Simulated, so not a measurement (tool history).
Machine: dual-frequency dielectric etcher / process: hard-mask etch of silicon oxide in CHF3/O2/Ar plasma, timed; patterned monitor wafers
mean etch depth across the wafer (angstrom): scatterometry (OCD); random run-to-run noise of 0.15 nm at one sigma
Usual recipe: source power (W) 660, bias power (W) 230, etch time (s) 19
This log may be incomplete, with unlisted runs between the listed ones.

| run | hour | source power (W) | bias power (W) | etch time (s) | read-back reference wafer on the same gauge, depth_nm | mean etch depth across the wafer (angstrom) |
|---|---|---|---|---|---|---|
| 1 | 0 | 570 | 230 | 19 | 34.61 | 407.6 |
| 2 | 15.4 | 570 | 230 | 19 | 34.6 | 408 |
| 3 | 41.6 | 660 | 230 | 19 | 34.62 | 430.1 |
| 4 | 56.7 | 660 | 230 | 19 | 34.6 | 427.8 |
| 5 | 75.1 | 660 | 230 | 19 | 34.61 | 429.8 |
| 6 | 101.6 | 660 | 230 | 19 | 34.61 | 430.8 |
| 7 | 124.3 | 660 | 230 | 22.5 | 34.6 | 510.4 |
| 8 | 145.5 | 660 | 230 | 19 | 34.59 | 430.8 |
| 9 | 158.8 | 660 | 230 | 19 | 34.57 | 429.1 |
| 10 | 193 | 660 | 230 | 19 | 34.59 | 430.8 |
|  | 208.7 | source power generator calibrated |
|  | 230.5 | wet clean of the chamber |
|  | 237.8 | upper electrode replaced |
| 11 | 238.3 | 760 | 230 | 19 | 34.58 | 452.8 |
| 12 | 239.9 | 800 | 194 | 23 | 34.63 | 532.9 |
| 13 | 253.8 | 660 | 286 | 17 | 34.61 | 415.4 |

Run 14 comes next. What will it give?
|  | 265.5 | gauge calibrated |
| 14 | 286.4 | 660 | 247 | 23 | ? | ? |

{"run 14": {"read-back reference wafer on the same gauge, depth_nm": 34.59, "mean etch depth across the wafer (angstrom)": 531.3}}
On a tool with no hidden condition, and with the same random variation, this run would have come out at mean etch depth across the wafer (angstrom) 531.3.
